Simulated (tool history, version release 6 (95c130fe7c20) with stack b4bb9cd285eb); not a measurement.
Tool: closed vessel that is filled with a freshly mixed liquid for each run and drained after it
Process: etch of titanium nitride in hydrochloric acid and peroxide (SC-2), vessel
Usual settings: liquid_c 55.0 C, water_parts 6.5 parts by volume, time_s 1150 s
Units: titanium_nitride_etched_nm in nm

| run | day | liquid_c | water_parts | time_s | read-back film thickness of the titanium nitride reference wafer, read on the same gauge (nm) | titanium_nitride_etched_nm |
|---|---|---|---|---|---|---|
| 1 | 0.000 | 59.5 | 7.5 | 1150 | 139.99 | 35.32 |
| 2 | 1.483 | 59.5 | 7.5 | 1150 | 140.01 | 34.75 |
| 3 | 2.921 | 59.5 | 7.5 | 1150 | 140.02 | 35.24 |
| 4 | 3.667 | 55.0 | 6.5 | 1150 | 140.01 | 28.82 |
| 5 | 4.712 | 55.0 | 6.5 | 1150 | 139.97 | 29.27 |
| 6 | 6.196 | 55.0 | 6.5 | 1150 | 139.99 | 28.79 |
| 7 | 8.988 | 55.0 | 6.5 | 1150 | 140.01 | 29.26 |
| 8 | 10.046 | 55.0 | 6.5 | 1150 | 140.01 | 28.64 |
|  | 10.517 | new drum of peroxide connected |
| 9 | 10.583 | 55.0 | 6.5 | 1150 | 140.00 | 31.47 |
| 10 | 11.783 | 52.0 | 6.5 | 1400 | 140.03 | 31.20 |
| 11 | 12.292 | 55.0 | 7.0 | 1150 | 139.99 | 29.17 |
| 12 | 12.833 | 55.0 | 7.0 | 1150 | 140.00 | 29.73 |
|  | 13.925 | gauge calibrated |
| 13 | 14.083 | 48.0 | 5.0 | 1670 | 139.99 | 34.67 |
| 14 | 14.921 | 58.5 | 6.5 | 1150 | 140.01 | 38.97 |
| 15 | 16.221 | 60.5 | 7.5 | 750 | 139.98 | 25.50 |
| 16 | 17.271 | 62.0 | 6.5 | 555 | 139.98 | 22.88 |
|  | 17.808 | chemicals flow meter replaced |
| 17 | 18.446 | 55.0 | 6.5 | 775 | 139.99 | 20.33 |
| 18 | 19.392 | 50.5 | 9.0 | 825 | 139.99 | 12.53 |
|  | 20.162 | thermometer replaced |
| 19 | 20.592 | 52.0 | 6.5 | 1400 | 140.00 | 30.74 |
| 20 | 21.625 | 55.0 | 4.0 | 530 | 139.97 | 19.50 |
| 21 | 22.612 | 55.0 | 6.5 | 1150 | 140.00 | 30.53 |
| 22 | 24.008 | 58.5 | 8.0 | 1150 | 140.00 | 32.18 |
| 23 | 24.779 | 55.0 | 6.5 | 1150 | 140.00 | 30.77 |
| 24 | 25.608 | 63.5 | 6.5 | 780 | 139.98 | 34.87 |
| 25 | 28.525 | 55.0 | 6.5 | 1585 | 140.02 | 42.02 |

3 ways to go on from here, each from the tool as it stands after run 25. What would each give?
| A | 28.567 | 55.0 | 6.5 | 1150 | ? | ? |
| B | 28.567 | 55.0 | 5.5 | 815 | ? | ? |
| C | 28.567 | 55.0 | 6.5 | 1385 | ? | ? |

| run | read-back film thickness of the titanium nitride reference wafer, read on the same gauge (nm) | titanium_nitride_etched_nm |
|---|---|---|
| A | 140.00 | 30.21 |
| B | 140.00 | 24.28 |
| C | 140.00 | 36.38 |
Without the tool's hidden state the same runs would have given:
| run | titanium_nitride_etched_nm |
|---|---|
| A | 31.52 |
| B | 25.32 |
| C | 37.96 |
